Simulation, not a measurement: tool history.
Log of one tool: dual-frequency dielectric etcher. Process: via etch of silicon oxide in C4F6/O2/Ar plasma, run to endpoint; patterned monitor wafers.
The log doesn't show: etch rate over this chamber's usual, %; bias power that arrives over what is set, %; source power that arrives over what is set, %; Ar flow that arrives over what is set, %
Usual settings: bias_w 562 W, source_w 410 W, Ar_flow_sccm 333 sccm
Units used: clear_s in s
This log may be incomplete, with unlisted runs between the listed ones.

| run | hour | bias_w | source_w | Ar_flow_sccm | wafers since the last listed run | hours since the last wet clean | hours since the last bias power generator calibration | hours since the last source power generator calibration | hours since the last Ar flow controller change | hours since the last upper electrode change | incoming incoming film thickness, nm | clear_s |
|---|---|---|---|---|---|---|---|---|---|---|---|---|
| 1 | 0.0 | 562 | 380 | 333 | 0 | 151.7 | 3033.4 | 3170.7 | 3685.3 | 5600.8 | 99.5 | 20.4 |
| 2 | 27.8 | 562 | 490 | 300 | 622 | 179.5 | 3061.2 | 3198.5 | 3713.1 | 5628.6 | 99.8 | 18.0 |
| 3 | 69.6 | 562 | 490 | 300 | 936 | 221.3 | 3103.0 | 3240.3 | 3754.9 | 5670.4 | 100.3 | 17.9 |
| 4 | 260.6 | 562 | 490 | 333 | 4278 | 412.3 | 3294.0 | 3431.3 | 3945.9 | 5861.4 | 100.7 | 18.1 |
| 5 | 316.8 | 562 | 490 | 333 | 1258 | 468.5 | 3350.2 | 3487.5 | 4002.1 | 5917.6 | 100.8 | 17.6 |
|  | 384.8 | source power generator calibrated |
|  | 389.8 | wet clean of the chamber |
|  | 398.3 | upper electrode replaced |
| 6 | 497.4 | 562 | 490 | 333 | 3653 | 107.6 | 3530.8 | 112.6 | 4182.7 | 99.1 | 100.5 | 18.7 |
| 7 | 536.6 | 562 | 410 | 333 | 878 | 146.8 | 3570.0 | 151.8 | 4221.9 | 138.3 | 99.7 | 19.3 |
| 8 | 572.9 | 562 | 410 | 333 | 813 | 183.1 | 3606.3 | 188.1 | 4258.2 | 174.6 | 100.5 | 19.7 |
|  | 604.1 | Ar flow controller replaced |
| 9 | 682.0 | 562 | 410 | 333 | 2309 | 292.2 | 3715.4 | 297.2 | 77.9 | 283.7 | 101.2 | 19.6 |
| 10 | 735.1 | 562 | 410 | 333 | 1189 | 345.3 | 3768.5 | 350.3 | 131.0 | 336.8 | 100.3 | 19.3 |
| 11 | 794.5 | 562 | 410 | 333 | 1330 | 404.7 | 3827.9 | 409.7 | 190.4 | 396.2 | 101.1 | 19.6 |
|  | 821.8 | wet clean of the chamber |
| 12 | 842.5 | 562 | 450 | 333 | 537 | 20.7 | 3875.9 | 457.7 | 238.4 | 444.2 | 100.5 | 19.0 |
| 13 | 889.6 | 562 | 410 | 333 | 1054 | 67.8 | 3923.0 | 504.8 | 285.5 | 491.3 | 99.0 | 19.5 |
| 14 | 959.9 | 655 | 380 | 333 | 1574 | 138.1 | 3993.3 | 575.1 | 355.8 | 561.6 | 100.0 | 19.1 |
| 15 | 1026.8 | 562 | 410 | 333 | 1498 | 205.0 | 4060.2 | 642.0 | 422.7 | 628.5 | 100.3 | 19.6 |
| 16 | 1094.8 | 562 | 410 | 294 | 1523 | 273.0 | 4128.2 | 710.0 | 490.7 | 696.5 | 100.9 | 19.1 |
| 17 | 1134.6 | 487 | 480 | 255 | 891 | 312.8 | 4168.0 | 749.8 | 530.5 | 736.3 | 100.4 | 18.6 |
| 18 | 1170.0 | 614 | 460 | 333 | 792 | 348.2 | 4203.4 | 785.2 | 565.9 | 771.7 | 100.1 | 17.6 |
|  | 1206.2 | bias power generator calibrated |
| 19 | 1229.8 | 644 | 410 | 264 | 1249 | 408.0 | 23.6 | 845.0 | 625.7 | 831.5 | 100.7 | 17.8 |
| 20 | 1290.0 | 562 | 410 | 333 | 1348 | 468.2 | 83.8 | 905.2 | 685.9 | 891.7 | 100.0 | 19.0 |
|  | 1353.6 | wet clean of the chamber |
| 21 | 1354.1 | 468 | 410 | 395 | 898 | 0.5 | 147.9 | 969.3 | 750.0 | 955.8 | 100.3 | 22.5 |
| 22 | 1386.9 | 562 | 410 | 333 | 734 | 33.3 | 180.7 | 1002.1 | 782.8 | 988.6 | 100.2 | 20.3 |
| 23 | 1439.8 | 663 | 410 | 286 | 1184 | 86.2 | 233.6 | 1055.0 | 835.7 | 1041.5 | 101.2 | 18.6 |
| 24 | 1503.9 | 562 | 410 | 333 | 1435 | 150.3 | 297.7 | 1119.1 | 899.8 | 1105.6 | 100.6 | 19.8 |
| 25 | 1571.6 | 562 | 370 | 333 | 1516 | 218.0 | 365.4 | 1186.8 | 967.5 | 1173.3 | 100.2 | 20.7 |
| 26 | 1628.9 | 676 | 410 | 377 | 1283 | 275.3 | 422.7 | 1244.1 | 1024.8 | 1230.6 | 100.3 | 18.5 |
| 27 | 1677.3 | 446 | 350 | 333 | 1084 | 323.7 | 471.1 | 1292.5 | 1073.2 | 1279.0 | 99.1 | 23.1 |
| 28 | 1746.6 | 562 | 480 | 333 | 1552 | 393.0 | 540.4 | 1361.8 | 1142.5 | 1348.3 | 101.2 | 18.1 |
| 29 | 1785.7 | 562 | 340 | 333 | 875 | 432.1 | 579.5 | 1400.9 | 1181.6 | 1387.4 | 99.1 | 20.8 |

Forecast each of these 4 alternatives for the next run:
| A | 1786.1 | 562 | 410 | 333 | 8 | 432.5 | 579.9 | 1401.3 | 1182.0 | 1387.8 | 100.7 | ? |
| B | 1786.1 | 522 | 460 | 333 | 8 | 432.5 | 579.9 | 1401.3 | 1182.0 | 1387.8 | 100.7 | ? |
| C | 1786.1 | 466 | 410 | 368 | 8 | 432.5 | 579.9 | 1401.3 | 1182.0 | 1387.8 | 100.7 | ? |
| D | 1786.1 | 609 | 350 | 333 | 8 | 432.5 | 579.9 | 1401.3 | 1182.0 | 1387.8 | 100.7 | ? |

| run | clear_s |
|---|---|
| A | 19.4 |
| B | 19.0 |
| C | 21.4 |
| D | 20.1 |
What these runs would have given with no unlogged condition in the tool:
| run | clear_s |
|---|---|
| A | 20.2 |
| B | 19.8 |
| C | 22.3 |
| D | 20.9 |
